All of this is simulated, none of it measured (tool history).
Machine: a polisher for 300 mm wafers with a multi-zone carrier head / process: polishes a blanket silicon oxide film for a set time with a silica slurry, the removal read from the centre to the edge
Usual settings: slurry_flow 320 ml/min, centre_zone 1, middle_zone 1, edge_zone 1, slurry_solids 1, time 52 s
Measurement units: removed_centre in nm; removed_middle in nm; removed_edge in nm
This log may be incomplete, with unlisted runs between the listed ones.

| run | hour | slurry_flow | centre_zone | middle_zone | edge_zone | slurry_solids | time | wafers since the last listed run | wafers polished on this pad | hours since the slurry nozzle was cleaned | hours since the centre zone pressure was calibrated | hours since the edge zone pressure was calibrated | hours since the carrier head's membrane was replaced | incoming thickness of the incoming film, nm | removed_centre | removed_middle | removed_edge |
|---|---|---|---|---|---|---|---|---|---|---|---|---|---|---|---|---|---|
| 1 | 0 | 320 | 1 | 1 | 1 | 1 | 52 | 0 | 3593 | 405.6 | 148.9 | 208.5 | 644.2 | 819.3 | 228.1 | 214.9 | 228.8 |
| 2 | 89.3 | 320 | 1 | 1 | 1 | 1 | 52 | 1195 | 4789 | 494.9 | 238.2 | 297.8 | 733.5 | 830.9 | 222.5 | 213.4 | 222.3 |
|  | 114.6 | worn pad replaced by a new one |
| 3 | 128.4 | 320 | 1 | 1 | 1 | 1 | 52 | 470 | 184 | 534 | 277.3 | 336.9 | 772.6 | 823.5 | 235.4 | 225.3 | 239.5 |
|  | 191.6 | slurry nozzle cleaned |
| 4 | 258.4 | 320 | 1 | 1 | 1 | 1 | 52 | 1727 | 1912 | 66.8 | 407.3 | 466.9 | 902.6 | 830.9 | 232.9 | 219.9 | 237 |
| 5 | 365 | 320 | 1 | 1 | 1 | 1 | 52 | 1427 | 3340 | 173.4 | 513.9 | 573.5 | 1009.2 | 816.8 | 230.8 | 218 | 234.1 |
| 6 | 401.3 | 320 | 1 | 1 | 1.04 | 1 | 52 | 486 | 3826 | 209.7 | 550.2 | 609.8 | 1045.5 | 815.7 | 230.6 | 218.5 | 234.6 |
| 7 | 449.7 | 320 | 1 | 1 | 1.04 | 1 | 52 | 648 | 4474 | 258.1 | 598.6 | 658.2 | 1093.9 | 821.6 | 224.6 | 213.1 | 226.1 |
|  | 479.7 | worn pad replaced by a new one |
| 8 | 502.6 | 320 | 1 | 1 | 1 | 1 | 52 | 654 | 306 | 311 | 651.5 | 711.1 | 1146.8 | 820.1 | 241.6 | 234.5 | 241.2 |
| 9 | 600.1 | 320 | 1 | 1 | 1 | 1 | 52 | 1305 | 1611 | 408.5 | 749 | 808.6 | 1244.3 | 834.5 | 230.5 | 221.2 | 229.8 |
| 10 | 688.4 | 320 | 1 | 1 | 1 | 1 | 52 | 1182 | 2794 | 496.8 | 837.3 | 896.9 | 1332.6 | 818.3 | 225.2 | 214.8 | 225.1 |
| 11 | 790.4 | 320 | 1 | 1 | 0.9 | 1 | 38 | 1366 | 4160 | 598.8 | 939.3 | 998.9 | 1434.6 | 819.6 | 161.9 | 153.3 | 155.9 |
|  | 792.7 | slurry nozzle cleaned |
|  | 829.5 | worn pad replaced by a new one |
| 12 | 897.1 | 320 | 1 | 1.09 | 0.89 | 1 | 52 | 1361 | 905 | 104.4 | 1046 | 1105.6 | 1541.3 | 835.2 | 238.7 | 244.8 | 224.5 |
|  | 969.2 | carrier head's membrane replaced by a new one |
| 13 | 994.9 | 320 | 1 | 0.91 | 1.06 | 1 | 44 | 1242 | 2148 | 202.2 | 1143.8 | 1203.4 | 25.7 | 821.7 | 197.8 | 176.2 | 203.9 |
|  | 1040.1 | centre zone pressure recalibrated |
| 14 | 1101.6 | 320 | 1 | 1 | 1.08 | 0.75 | 52 | 1402 | 3550 | 308.9 | 61.5 | 1310.1 | 132.4 | 827.9 | 184.5 | 174.1 | 192.6 |
|  | 1157.4 | worn pad replaced by a new one |
|  | 1253.8 | edge zone pressure recalibrated |
| 15 | 1307.5 | 320 | 1 | 0.92 | 1 | 1.25 | 57 | 2677 | 1983 | 514.8 | 267.4 | 53.7 | 338.3 | 819.8 | 281.2 | 253.3 | 286.9 |
| 16 | 1350.7 | 420 | 1 | 1.08 | 1 | 1 | 52 | 578 | 2562 | 558 | 310.6 | 96.9 | 381.5 | 822 | 233.8 | 231.3 | 233.9 |
|  | 1410.7 | slurry nozzle cleaned |
| 17 | 1444.2 | 320 | 1 | 1 | 1.03 | 1 | 52 | 1238 | 3801 | 33.5 | 404.1 | 190.4 | 475 | 819 | 233.3 | 222.4 | 229.2 |
|  | 1491.4 | worn pad replaced by a new one |
| 18 | 1523.8 | 320 | 1.11 | 0.92 | 1 | 1 | 67 | 1012 | 434 | 113.1 | 483.7 | 270 | 554.6 | 806.5 | 350.3 | 282.4 | 316.5 |
| 19 | 1626.8 | 320 | 1 | 1 | 1 | 1 | 52 | 1379 | 1813 | 216.1 | 586.7 | 373 | 657.6 | 834.4 | 233 | 224.8 | 234.4 |
| 20 | 1675.9 | 320 | 0.93 | 1 | 1 | 1 | 64 | 657 | 2471 | 265.2 | 635.8 | 422.1 | 706.7 | 811.2 | 263.6 | 266.7 | 284.1 |
| 21 | 1722.5 | 320 | 1 | 1 | 1 | 1 | 52 | 624 | 3095 | 311.8 | 682.4 | 468.7 | 753.3 | 822.8 | 227.5 | 219.2 | 223.7 |

Below are 4 alternative next runs, each starting from the tool's condition after run 21. Predict each:
| A | 1722.9 | 320 | 1 | 1 | 1 | 1 | 52 | 5 | 3100 | 312.2 | 682.8 | 469.1 | 753.7 | 812.3 | ? | ? | ? |
| B | 1722.9 | 255 | 1 | 1 | 1.06 | 1 | 52 | 5 | 3100 | 312.2 | 682.8 | 469.1 | 753.7 | 812.3 | ? | ? | ? |
| C | 1722.9 | 320 | 0.89 | 1 | 1 | 1 | 70 | 5 | 3100 | 312.2 | 682.8 | 469.1 | 753.7 | 812.3 | ? | ? | ? |
| D | 1722.9 | 320 | 0.91 | 1 | 1 | 1 | 52 | 5 | 3100 | 312.2 | 682.8 | 469.1 | 753.7 | 812.3 | ? | ? | ? |

| run | removed_centre | removed_middle | removed_edge |
|---|---|---|---|
| A | 232.5 | 215.2 | 228.9 |
| B | 224.2 | 208.2 | 229.8 |
| C | 278.3 | 289.8 | 308.1 |
| D | 211.4 | 215.3 | 228.9 |
Take away the tool's hidden state, keep each run's random variation, and the runs would have read:
| run | removed_centre | removed_middle | removed_edge |
|---|---|---|---|
| A | 254.9 | 235.3 | 248.8 |
| B | 247.6 | 229.2 | 251 |
| C | 305.1 | 316.9 | 335 |
| D | 231.8 | 235.4 | 248.8 |
